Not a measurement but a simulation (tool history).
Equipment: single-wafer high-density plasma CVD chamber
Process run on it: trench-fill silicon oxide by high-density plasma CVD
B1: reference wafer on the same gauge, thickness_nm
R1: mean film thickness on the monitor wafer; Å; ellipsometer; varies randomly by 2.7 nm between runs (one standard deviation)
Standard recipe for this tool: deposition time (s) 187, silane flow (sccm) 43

Run 1, hour 0: usual settings; B1 725.122. Result: R1 8662.61 Å.
Run 2, hour 46.8: usual settings; B1 725.469. Result: R1 8631.87 Å.
Run 3, hour 99.1: usual settings; B1 724.66. Result: R1 8634.9 Å.
Run 4, hour 123.5: usual settings; B1 725.611. Result: R1 8675.66 Å.
Run 5, hour 152: usual settings; B1 724.467. Result: R1 8694.67 Å.
Run 6, hour 184.1: usual settings; B1 724.897. Result: R1 8651.82 Å.
Run 7, hour 254.7: usual settings but deposition time (s) 165, silane flow (sccm) 47; B1 723.584. Result: R1 8335.51 Å.
Run 8, hour 295.1: usual settings but deposition time (s) 212; B1 726.203. Result: R1 9811.91 Å.
Run 9, hour 354.1: usual settings but deposition time (s) 212; B1 724.797. Result: R1 9783.49 Å.
At hour 393: gauge calibrated.
Run 10, hour 421.3: usual settings but deposition time (s) 212; B1 725.226. Result: R1 9781.6 Å.
Run 11, hour 464: usual settings; B1 724.616. Result: R1 8693.6 Å.
Run 12, hour 531: usual settings; B1 724.662. Result: R1 8679.97 Å.
Run 13, hour 590.4: usual settings; B1 723.904. Result: R1 8641.07 Å.
Run 14, hour 657: usual settings but deposition time (s) 214, silane flow (sccm) 47; B1 724.917. Result: R1 10755.8 Å.
Run 15, hour 725.6: usual settings but silane flow (sccm) 49; B1 725.13. Result: R1 9919.89 Å.
At hour 741.6: silane flow controller replaced.
Run 16, hour 764.6: usual settings but deposition time (s) 168, silane flow (sccm) 46; B1 725.126. Result: R1 7959.53 Å.
Run 17, hour 825.6: usual settings; B1 723.714. Result: R1 8289.82 Å.
Run 18, hour 865.6: usual settings but deposition time (s) 203, silane flow (sccm) 35; B1 725.677. Result: R1 7312.39 Å.
Run 19, hour 903.2: usual settings but deposition time (s) 203, silane flow (sccm) 49; B1 725.467. Result: R1 10324.63 Å.
Run 20, hour 959: usual settings but deposition time (s) 212, silane flow (sccm) 51; B1 724.051. Result: R1 11172.17 Å.
Run 21, hour 991.7: usual settings but deposition time (s) 171, silane flow (sccm) 40; B1 724.877. Result: R1 7138.97 Å.
Run 22, hour 1060.3: usual settings; B1 725.996. Result: R1 8298.31 Å.
Run 23, hour 1119.8: usual settings; B1 724.425. Result: R1 8354.46 Å.
Run 24, hour 1146.8: usual settings but deposition time (s) 203, silane flow (sccm) 36; B1 725.369. Result: R1 7621.72 Å.
Run 25, hour 1217.3: usual settings but deposition time (s) 156; B1 725.068. Result: R1 7028.21 Å.
Run 26, hour 1242.8: usual settings but deposition time (s) 219, silane flow (sccm) 39; B1 725.739. Result: R1 8939.64 Å.
Run 27, hour 1291.9: usual settings but deposition time (s) 154; B1 725.317. Result: R1 6878.75 Å.

What if the next run were any one of these 3? Each begins from the tool's condition after run 27:
Run A, hour 1292.4: usual settings but deposition time (s) 219; B1 ?. Result: R1 ?.
Run B, hour 1292.4: usual settings but deposition time (s) 166, silane flow (sccm) 36; B1 ?. Result: R1 ?.
Run C, hour 1292.4: usual settings but silane flow (sccm) 50; B1 ?. Result: R1 ?.

run       B1       R1
  A  725.382  9810.49
  B  725.382  6225.71
  C  725.382  9740.69
The same runs, with their run-to-run variation unchanged, on a tool lacking any hidden condition would have given:
run       R1
  A  9627.77
  B  6109.75
  C  9559.27
